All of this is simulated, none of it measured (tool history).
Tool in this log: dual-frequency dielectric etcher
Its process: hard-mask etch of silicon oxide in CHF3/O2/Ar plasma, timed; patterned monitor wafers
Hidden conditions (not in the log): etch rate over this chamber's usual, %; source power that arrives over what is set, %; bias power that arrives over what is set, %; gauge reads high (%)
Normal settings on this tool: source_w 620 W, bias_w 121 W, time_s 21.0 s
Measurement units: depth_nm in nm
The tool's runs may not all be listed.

run	hour	source_w	bias_w	time_s	wafers since the last listed run	hours since the last wet clean	hours since the last source power generator calibration	hours since the last bias power generator calibration	hours since the last upper electrode change	hours since the gauge calibration	read-back reference wafer on the same gauge, depth_nm	depth_nm
1	0.0	620	110	21.0	0	454.5	3274.5	2875.2	3782.9	119.9	44.27	40.84
2	15.0	620	110	21.0	126	469.5	3289.5	2890.2	3797.9	134.9	44.26	40.97
3	22.7	620	103	21.0	64	477.2	3297.2	2897.9	3805.6	142.6	44.21	40.19
4	35.6	620	121	21.0	108	490.1	3310.1	2910.8	3818.5	155.5	44.27	42.26
5	42.2	500	121	21.0	55	496.7	3316.7	2917.4	3825.1	162.1	44.29	38.70
6	52.2	500	121	21.0	84	506.7	3326.7	2927.4	3835.1	172.1	44.31	39.07
7	59.0	500	121	21.0	57	513.5	3333.5	2934.2	3841.9	178.9	44.24	39.07
8	76.6	520	121	21.0	148	531.1	3351.1	2951.8	3859.5	196.5	44.29	39.29
9	89.4	520	121	21.0	108	543.9	3363.9	2964.6	3872.3	209.3	44.31	39.28
10	103.4	520	121	21.0	118	557.9	3377.9	2978.6	3886.3	223.3	44.29	39.50
# hour 147.3: wet clean of the chamber
11	147.8	620	121	21.0	172	0.5	3422.3	3023.0	3930.7	267.7	44.32	40.81
# hour 154.1: gauge calibrated
# hour 157.7: source power generator calibrated
12	158.2	620	121	21.0	54	10.9	0.5	3033.4	3941.1	4.1	44.30	40.71
# hour 186.5: upper electrode replaced
13	204.3	620	121	16.5	186	57.0	46.6	3079.5	17.8	50.2	44.28	32.03
14	214.2	620	113	23.0	83	66.9	56.5	3089.4	27.7	60.1	44.25	43.89
15	221.8	660	144	21.0	64	74.5	64.1	3097.0	35.3	67.7	44.28	45.17
# hour 227.5: bias power generator calibrated
16	238.2	620	121	21.0	104	90.9	80.5	10.7	51.7	84.1	44.26	40.85
17	246.2	620	107	24.0	67	98.9	88.5	18.7	59.7	92.1	44.33	44.74
18	252.4	480	121	21.0	52	105.1	94.7	24.9	65.9	98.3	44.25	36.71
19	268.4	740	147	17.0	135	121.1	110.7	40.9	81.9	114.3	44.28	38.67
20	283.2	620	121	21.0	124	135.9	125.5	55.7	96.7	129.1	44.34	41.52
21	290.6	480	121	25.0	62	143.3	132.9	63.1	104.1	136.5	44.34	44.20

State the hidden condition of the tool at each of the runs:
source power that arrives over what is set, %: 0, the same for each run
bias power that arrives over what is set, %: 0, the same for each run
gauge reads high (%): 0, the same for each run
H1: etch rate over this chamber's usual, %
run	H1
1	3.42
2	3.55
3	3.62
4	3.73
5	3.78
6	3.87
7	3.93
8	4.08
9	4.19
10	4.3
11	-0.653
12	-0.565
13	-0.172
14	-0.0871
15	-0.0223
16	0.118
17	0.186
18	0.239
19	0.375
20	0.501
21	0.564

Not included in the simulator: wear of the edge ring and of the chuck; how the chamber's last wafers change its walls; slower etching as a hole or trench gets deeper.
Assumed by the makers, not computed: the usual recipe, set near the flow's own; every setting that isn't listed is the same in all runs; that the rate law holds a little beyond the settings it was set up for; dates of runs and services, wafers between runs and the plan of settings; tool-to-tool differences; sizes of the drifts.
